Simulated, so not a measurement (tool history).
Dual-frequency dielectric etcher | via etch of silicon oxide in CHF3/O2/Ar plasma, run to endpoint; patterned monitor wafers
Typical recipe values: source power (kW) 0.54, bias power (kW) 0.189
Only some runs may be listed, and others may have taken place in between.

| run | hour | source power (kW) | bias power (kW) | wafers since the last listed run | hours since the last wet clean | hours since the last source power generator calibration | hours since the last bias power generator calibration | hours since the last upper electrode change | incoming incoming film thickness, nm | endpoint time (s) |
|---|---|---|---|---|---|---|---|---|---|---|
| 1 | 0 | 0.54 | 0.202 | 0 | 287.5 | 3476.7 | 3939.3 | 4328.2 | 452.9 | 204.8 |
| 2 | 15.3 | 0.54 | 0.202 | 59 | 302.8 | 3492 | 3954.6 | 4343.5 | 452.4 | 203 |
| 3 | 23.6 | 0.54 | 0.217 | 32 | 311.1 | 3500.3 | 3962.9 | 4351.8 | 453.2 | 199 |
| 4 | 30.6 | 0.54 | 0.217 | 27 | 318.1 | 3507.3 | 3969.9 | 4358.8 | 455.8 | 200.8 |
| 5 | 45.5 | 0.54 | 0.189 | 58 | 333 | 3522.2 | 3984.8 | 4373.7 | 455.7 | 209.7 |
| 6 | 59.3 | 0.54 | 0.189 | 53 | 346.8 | 3536 | 3998.6 | 4387.5 | 453.8 | 204.6 |
| 7 | 87.8 | 0.54 | 0.189 | 110 | 375.3 | 3564.5 | 4027.1 | 4416 | 454.7 | 204.3 |
| 8 | 104.8 | 0.54 | 0.189 | 66 | 392.3 | 3581.5 | 4044.1 | 4433 | 450.2 | 202.8 |
| 9 | 112.5 | 0.54 | 0.189 | 29 | 400 | 3589.2 | 4051.8 | 4440.7 | 457.2 | 206.2 |
| 10 | 129.1 | 0.54 | 0.189 | 64 | 416.6 | 3605.8 | 4068.4 | 4457.3 | 453.4 | 203.8 |
| 11 | 140.8 | 0.5 | 0.158 | 45 | 428.3 | 3617.5 | 4080.1 | 4469 | 456.4 | 222.2 |
| 12 | 146.9 | 0.54 | 0.189 | 23 | 434.4 | 3623.6 | 4086.2 | 4475.1 | 450 | 204.2 |
|  | 176.2 | wet clean of the chamber |
|  | 191.3 | upper electrode replaced |
| 13 | 191.8 | 0.66 | 0.165 | 22 | 15.6 | 3668.5 | 4131.1 | 0.5 | 453.9 | 206.5 |
| 14 | 192.3 | 0.54 | 0.189 | 1 | 16.1 | 3669 | 4131.6 | 1 | 461.7 | 219.1 |
| 15 | 192.7 | 0.47 | 0.155 | 1 | 16.5 | 3669.4 | 4132 | 1.4 | 449.7 | 234.8 |
|  | 205.1 | source power generator calibrated |
| 16 | 207 | 0.54 | 0.189 | 40 | 30.8 | 1.9 | 4146.3 | 15.7 | 452.3 | 214.6 |
|  | 212.2 | bias power generator calibrated |
| 17 | 224.6 | 0.42 | 0.189 | 52 | 48.4 | 19.5 | 12.4 | 33.3 | 451.2 | 231.7 |
| 18 | 239.1 | 0.61 | 0.162 | 56 | 62.9 | 34 | 26.9 | 47.8 | 461.7 | 216.9 |
| 19 | 252.5 | 0.66 | 0.216 | 52 | 76.3 | 47.4 | 40.3 | 61.2 | 456.9 | 192.2 |
| 20 | 258.6 | 0.54 | 0.189 | 23 | 82.4 | 53.5 | 46.4 | 67.3 | 455.1 | 213.8 |
| 21 | 273.5 | 0.41 | 0.216 | 58 | 97.3 | 68.4 | 61.3 | 82.2 | 456.2 | 228.2 |

Selected run-to-run steps in endpoint time (s), each split into two signed amounts: the part the tool would show with no hidden state at all (from settings, incoming material and random variation), and the remainder, which goes to the hidden state together with any gauge scatter not common to the measured and the hidden-state-free results:
Hidden state present: etch rate over this chamber's usual, %; source power that arrives over what is set, %; bias power that arrives over what is set, %.
Run 10 -> 11: source power (kW) 0.54 -> 0.5, bias power (kW) 0.189 -> 0.158. endpoint time (s) +18.4: hidden state -1.2, all else +19.6.
Run 12 -> 13: source power (kW) 0.54 -> 0.66, bias power (kW) 0.189 -> 0.165, wet clean of the chamber, upper electrode replaced. endpoint time (s) +2.3: hidden state +9.2, all else -6.9.
Run 18 -> 19: source power (kW) 0.61 -> 0.66, bias power (kW) 0.162 -> 0.216. endpoint time (s) -24.7: hidden state -0.2, all else -24.5.
Run 19 -> 20: source power (kW) 0.66 -> 0.54, bias power (kW) 0.216 -> 0.189. endpoint time (s) +21.6: hidden state -0.3, all else +21.9.
